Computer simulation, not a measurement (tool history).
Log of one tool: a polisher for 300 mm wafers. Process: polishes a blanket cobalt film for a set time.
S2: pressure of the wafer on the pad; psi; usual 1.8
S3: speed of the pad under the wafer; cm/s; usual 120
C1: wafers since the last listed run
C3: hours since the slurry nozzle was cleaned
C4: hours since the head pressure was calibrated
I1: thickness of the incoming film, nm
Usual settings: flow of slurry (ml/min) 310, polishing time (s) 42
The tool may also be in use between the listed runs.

{"run": 1, "day": 0.0, "flow of slurry (ml/min)": 310, "S2": 1.8, "S3": 120, "polishing time (s)": 42, "C1": 0, "wafers polished on this pad": 1299, "C3": 38.7, "C4": 16.5, "I1": 640.4, "film removed (Å)": 2484}
{"run": 2, "day": 2.817, "flow of slurry (ml/min)": 310, "S2": 1.8, "S3": 120, "polishing time (s)": 42, "C1": 613, "wafers polished on this pad": 1912, "C3": 106.3, "C4": 84.1, "I1": 646.8, "film removed (Å)": 2445}
{"day": 3.838, "done": "worn pad replaced by a new one"}
{"run": 3, "day": 4.604, "flow of slurry (ml/min)": 310, "S2": 1.8, "S3": 120, "polishing time (s)": 42, "C1": 352, "wafers polished on this pad": 166, "C3": 149.2, "C4": 127, "I1": 639.8, "film removed (Å)": 2525}
{"run": 4, "day": 6.558, "flow of slurry (ml/min)": 310, "S2": 1.8, "S3": 120, "polishing time (s)": 42, "C1": 425, "wafers polished on this pad": 592, "C3": 196.1, "C4": 173.9, "I1": 634.1, "film removed (Å)": 2562}
{"day": 8.567, "done": "slurry nozzle cleaned"}
{"run": 5, "day": 9.083, "flow of slurry (ml/min)": 310, "S2": 1.8, "S3": 120, "polishing time (s)": 42, "C1": 540, "wafers polished on this pad": 1132, "C3": 12.4, "C4": 234.5, "I1": 640.2, "film removed (Å)": 2451}
{"run": 6, "day": 12.05, "flow of slurry (ml/min)": 310, "S2": 1.8, "S3": 120, "polishing time (s)": 42, "C1": 645, "wafers polished on this pad": 1778, "C3": 83.6, "C4": 305.7, "I1": 634.2, "film removed (Å)": 2455}
{"day": 13.783, "done": "worn pad replaced by a new one"}
{"run": 7, "day": 14.088, "flow of slurry (ml/min)": 230, "S2": 1.8, "S3": 120, "polishing time (s)": 42, "C1": 407, "wafers polished on this pad": 66, "C3": 132.5, "C4": 354.6, "I1": 642.1, "film removed (Å)": 2534}
{"run": 8, "day": 15.871, "flow of slurry (ml/min)": 230, "S2": 1.8, "S3": 120, "polishing time (s)": 42, "C1": 388, "wafers polished on this pad": 454, "C3": 175.3, "C4": 397.4, "I1": 637.1, "film removed (Å)": 2500}
{"run": 9, "day": 18.054, "flow of slurry (ml/min)": 230, "S2": 1.8, "S3": 120, "polishing time (s)": 42, "C1": 475, "wafers polished on this pad": 929, "C3": 227.7, "C4": 449.8, "I1": 639.1, "film removed (Å)": 2531}
{"day": 18.9, "done": "slurry nozzle cleaned"}
{"run": 10, "day": 20.296, "flow of slurry (ml/min)": 310, "S2": 1.8, "S3": 120, "polishing time (s)": 42, "C1": 478, "wafers polished on this pad": 1408, "C3": 33.5, "C4": 503.6, "I1": 637.7, "film removed (Å)": 2535}
{"run": 11, "day": 21.788, "flow of slurry (ml/min)": 310, "S2": 1.8, "S3": 120, "polishing time (s)": 42, "C1": 324, "wafers polished on this pad": 1733, "C3": 69.3, "C4": 539.4, "I1": 632.9, "film removed (Å)": 2470}
{"day": 23.254, "done": "head pressure recalibrated"}
{"run": 12, "day": 23.35, "flow of slurry (ml/min)": 310, "S2": 1.8, "S3": 120, "polishing time (s)": 42, "C1": 321, "wafers polished on this pad": 2055, "C3": 106.8, "C4": 2.3, "I1": 638.5, "film removed (Å)": 2465}
{"day": 24.238, "done": "worn pad replaced by a new one"}
{"run": 13, "day": 25.383, "flow of slurry (ml/min)": 260, "S2": 1.8, "S3": 82, "polishing time (s)": 34, "C1": 406, "wafers polished on this pad": 249, "C3": 155.6, "C4": 51.1, "I1": 633.6, "film removed (Å)": 1626}
{"run": 14, "day": 26.529, "flow of slurry (ml/min)": 310, "S2": 1.8, "S3": 120, "polishing time (s)": 42, "C1": 249, "wafers polished on this pad": 498, "C3": 183.1, "C4": 78.6, "I1": 638.6, "film removed (Å)": 2585}
{"day": 28.371, "done": "slurry nozzle cleaned"}
{"run": 15, "day": 29.388, "flow of slurry (ml/min)": 310, "S2": 2.2, "S3": 120, "polishing time (s)": 37, "C1": 613, "wafers polished on this pad": 1111, "C3": 24.4, "C4": 147.2, "I1": 638.3, "film removed (Å)": 2507}
{"run": 16, "day": 31.846, "flow of slurry (ml/min)": 310, "S2": 2.2, "S3": 98, "polishing time (s)": 42, "C1": 535, "wafers polished on this pad": 1646, "C3": 83.4, "C4": 206.2, "I1": 639.5, "film removed (Å)": 2446}
{"day": 34.238, "done": "worn pad replaced by a new one"}
{"run": 17, "day": 38.154, "flow of slurry (ml/min)": 265, "S2": 1.8, "S3": 120, "polishing time (s)": 34, "C1": 1336, "wafers polished on this pad": 852, "C3": 234.8, "C4": 357.6, "I1": 647.2, "film removed (Å)": 1998}
{"day": 38.233, "done": "slurry nozzle cleaned"}
{"run": 18, "day": 39.708, "flow of slurry (ml/min)": 310, "S2": 2.4, "S3": 120, "polishing time (s)": 42, "C1": 329, "wafers polished on this pad": 1181, "C3": 35.4, "C4": 394.9, "I1": 636.7, "film removed (Å)": 3004}
{"run": 19, "day": 41.212, "flow of slurry (ml/min)": 310, "S2": 2.1, "S3": 160, "polishing time (s)": 42, "C1": 327, "wafers polished on this pad": 1508, "C3": 71.5, "C4": 431, "I1": 633.9, "film removed (Å)": 3348}
{"day": 42.979, "done": "head pressure recalibrated"}
{"day": 44.296, "done": "worn pad replaced by a new one"}
{"run": 20, "day": 44.317, "flow of slurry (ml/min)": 260, "S2": 1.6, "S3": 110, "polishing time (s)": 54, "C1": 621, "wafers polished on this pad": 4, "C3": 146, "C4": 32.1, "I1": 626.6, "film removed (Å)": 2980}
{"run": 21, "day": 45.554, "flow of slurry (ml/min)": 310, "S2": 1.8, "S3": 90, "polishing time (s)": 53, "C1": 269, "wafers polished on this pad": 273, "C3": 175.7, "C4": 61.8, "I1": 639.7, "film removed (Å)": 2737}

Forecast run 22:
{"run": 22, "day": 47.188, "flow of slurry (ml/min)": 265, "S2": 1.8, "S3": 120, "polishing time (s)": 34, "C1": 355, "wafers polished on this pad": 629, "C3": 214.9, "C4": 101, "I1": 631.1, "film removed (Å)": "?"}

Run 22 gave film removed (Å) 2030.
Without the tool's hidden state the same run would have given film removed (Å) 2078.
